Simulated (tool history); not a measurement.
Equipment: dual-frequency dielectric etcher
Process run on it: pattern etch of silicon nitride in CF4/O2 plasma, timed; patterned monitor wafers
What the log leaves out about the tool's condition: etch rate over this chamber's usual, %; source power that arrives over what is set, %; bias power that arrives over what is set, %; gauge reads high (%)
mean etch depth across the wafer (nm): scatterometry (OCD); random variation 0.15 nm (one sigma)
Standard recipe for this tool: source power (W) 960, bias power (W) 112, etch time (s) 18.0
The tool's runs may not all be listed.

run,hour,source power (W),bias power (W),etch time (s),wafers since the last listed run,hours since the last wet clean,hours since the last source power generator calibration,hours since the last bias power generator calibration,hours since the last upper electrode change,hours since the gauge calibration,"read-back reference wafer on the same gauge, depth_nm",mean etch depth across the wafer (nm)
1,0.0,960,112,18.0,0,244.9,2219.0,3072.7,2153.5,197.8,56.2,57.5
2,91.4,960,112,18.0,1279,336.3,2310.4,3164.1,2244.9,289.2,56.2,57.0
3,186.7,960,112,18.0,1333,431.6,2405.7,3259.4,2340.2,384.5,56.2,57.1
4,230.1,960,112,16.5,607,475.0,2449.1,3302.8,2383.6,427.9,56.2,52.6
5,344.3,960,112,16.5,1598,589.2,2563.3,3417.0,2497.8,542.1,56.2,52.5
# hour 437.4: wet clean of the chamber
6,437.9,960,112,16.5,974,0.5,2656.9,3510.6,2591.4,635.7,56.2,51.9
# hour 462.8: upper electrode replaced
7,493.2,820,112,18.0,438,55.8,2712.2,3565.9,30.4,691.0,56.2,47.9
# hour 542.5: bias power generator calibrated
8,595.6,820,112,18.0,1377,158.2,2814.6,53.1,132.8,793.4,56.2,48.0
9,702.1,960,105,16.0,1490,264.7,2921.1,159.6,239.3,899.9,56.2,49.7
# hour 730.3: source power generator calibrated
10,751.5,960,112,18.0,635,314.1,21.2,209.0,288.7,949.3,56.2,60.0
11,828.0,960,95,18.0,1070,390.6,97.7,285.5,365.2,1025.8,56.2,57.7
12,887.6,820,104,16.5,834,450.2,157.3,345.1,424.8,1085.4,56.2,45.4
# hour 905.6: gauge calibrated
13,924.0,820,112,18.0,509,486.6,193.7,381.5,461.2,18.4,56.2,50.9
# hour 992.6: wet clean of the chamber
14,993.1,880,97,20.5,631,0.5,262.8,450.6,530.3,87.5,56.2,59.1
15,1084.6,1150,130,22.0,1280,92.0,354.3,542.1,621.8,179.0,56.2,91.4

Run 16, settings as shown, results not yet in. Your forecast:
16,1189.4,890,112,18.0,1466,196.8,459.1,646.9,726.6,283.8,?,?

{"run 16": {"read-back reference wafer on the same gauge, depth_nm": 56.2, "mean etch depth across the wafer (nm)": 54.8}}
Were there no unlogged condition in the tool, this run, its random variation unchanged, would have produced mean etch depth across the wafer (nm) 54.4.
